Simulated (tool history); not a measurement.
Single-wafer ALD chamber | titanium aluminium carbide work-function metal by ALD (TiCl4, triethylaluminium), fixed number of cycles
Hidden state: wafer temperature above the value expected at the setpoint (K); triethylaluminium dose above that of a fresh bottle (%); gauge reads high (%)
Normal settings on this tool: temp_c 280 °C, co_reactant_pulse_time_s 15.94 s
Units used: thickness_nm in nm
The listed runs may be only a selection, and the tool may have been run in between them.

run   hour  temp_c  co_reactant_pulse_time_s  wafers since the last listed run  hours since the last thermocouple change  hours since the last triethylaluminium bottle change  hours since the showerhead was replaced  hours since the gauge calibration  read-back reference wafer on the same gauge, thickness_nm  thickness_nm
  1      0     287                     15.94                                 0                                       355                                                 827.1                                   6356.9                              107.6                                                      1.681         1.978
  2   12.8     280                     15.94                                87                                     367.8                                                 839.9                                   6369.7                              120.4                                                      1.679         1.946
  3   37.6     280                     15.94                               170                                     392.6                                                 864.7                                   6394.5                              145.2                                                      1.678         1.943
  4   69.8     280                     15.94                               221                                     424.8                                                 896.9                                   6426.7                              177.4                                                      1.678         1.938
  5   86.1     280                     15.94                               112                                     441.1                                                 913.2                                     6443                              193.7                                                      1.681         1.948
  6  106.3     280                     15.94                               138                                     461.3                                                 933.4                                   6463.2                              213.9                                                      1.682          1.95
  7    128     280                     18.64                               149                                       483                                                 955.1                                   6484.9                              235.6                                                       1.68         1.949
  8  210.2     280                     18.64                               565                                     565.2                                                1037.3                                   6567.1                              317.8                                                       1.68         1.944
  9  223.3     280                     15.94                                90                                     578.3                                                1050.4                                   6580.2                              330.9                                                       1.68         1.939
 10    252     280                     15.94                               197                                       607                                                1079.1                                   6608.9                              359.6                                                      1.678         1.939
     269.5  -- showerhead replaced
 11  282.4     280                     15.94                               153                                     637.4                                                1109.5                                     12.9                                390                                                      1.683         1.952
 12  314.9     271                     15.94                               223                                     669.9                                                  1142                                     45.4                              422.5                                                      1.684         1.872
 13  332.2     280                     15.94                               118                                     687.2                                                1159.3                                     62.7                              439.8                                                       1.68          1.95
 14  362.3     280                     15.94                               206                                     717.3                                                1189.4                                     92.8                              469.9                                                      1.677         1.959
 15  380.7     273                     15.94                               126                                     735.7                                                1207.8                                    111.2                              488.3                                                      1.681         1.898
     391.6  -- gauge calibrated
 16  399.5     273                     15.94                               129                                     754.5                                                1226.6                                      130                                7.9                                                      1.681         1.901
     500.7  -- triethylaluminium bottle replaced
 17  501.2     291                     21.78                               644                                     856.2                                                   0.5                                    231.7                              109.6                                                      1.679         2.052
 18  517.8     285                     13.51                               114                                     872.8                                                  17.1                                    248.3                              126.2                                                      1.682         1.988
     591.7  -- thermocouple changed; heater temperature recalibrated
 19  593.3     280                     18.89                               463                                       1.6                                                  92.6                                    323.8                              201.7                                                       1.68         1.919
 20    618     280                     15.94                               169                                      26.3                                                 117.3                                    348.5                              226.4                                                      1.679         1.916
 21  645.4     280                     13.86                               188                                      53.7                                                 144.7                                    375.9                              253.8                                                      1.682         1.894
 22  667.5     280                     12.53                               151                                      75.8                                                 166.8                                      398                              275.9                                                      1.678         1.873
 23  688.2     271                     12.26                               142                                      96.5                                                 187.5                                    418.7                              296.6                                                      1.681         1.795
 24  713.1     280                     15.94                               171                                     121.4                                                 212.4                                    443.6                              321.5                                                      1.679         1.923
 25  727.5     292                     13.37                                98                                     135.8                                                 226.8                                      458                              335.9                                                       1.68         1.972
 26  739.8     288                     20.07                                84                                     148.1                                                 239.1                                    470.3                              348.2                                                      1.681         1.987
 27  775.7     267                      9.73                               246                                       184                                                   275                                    506.2                              384.1                                                      1.679         1.602
 28  797.7     275                     13.94                               151                                       206                                                   297                                    528.2                              406.1                                                       1.68          1.85

Alternative continuations, all from the tool just after run 28; predict every row:
  A  798.1     280                     15.94                                 2                                     206.4                                                 297.4                                    528.6                              406.5                                                          ?             ?
  B  798.1     276                     19.36                                 2                                     206.4                                                 297.4                                    528.6                              406.5                                                          ?             ?
  C  798.1     285                     20.69                                 2                                     206.4                                                 297.4                                    528.6                              406.5                                                          ?             ?
  D  798.1     294                     18.92                                 2                                     206.4                                                 297.4                                    528.6                              406.5                                                          ?             ?
  E  798.1     265                     11.59                                 2                                     206.4                                                 297.4                                    528.6                              406.5                                                          ?             ?

run  read-back reference wafer on the same gauge, thickness_nm  thickness_nm
  A                                                      1.681         1.914
  B                                                      1.681         1.889
  C                                                      1.681          1.96
  D                                                      1.681         2.031
  E                                                      1.681         1.728
Without the tool's hidden state the same runs would have given:
run  thickness_nm
  A         1.905
  B         1.881
  C         1.952
  D         2.022
  E          1.72
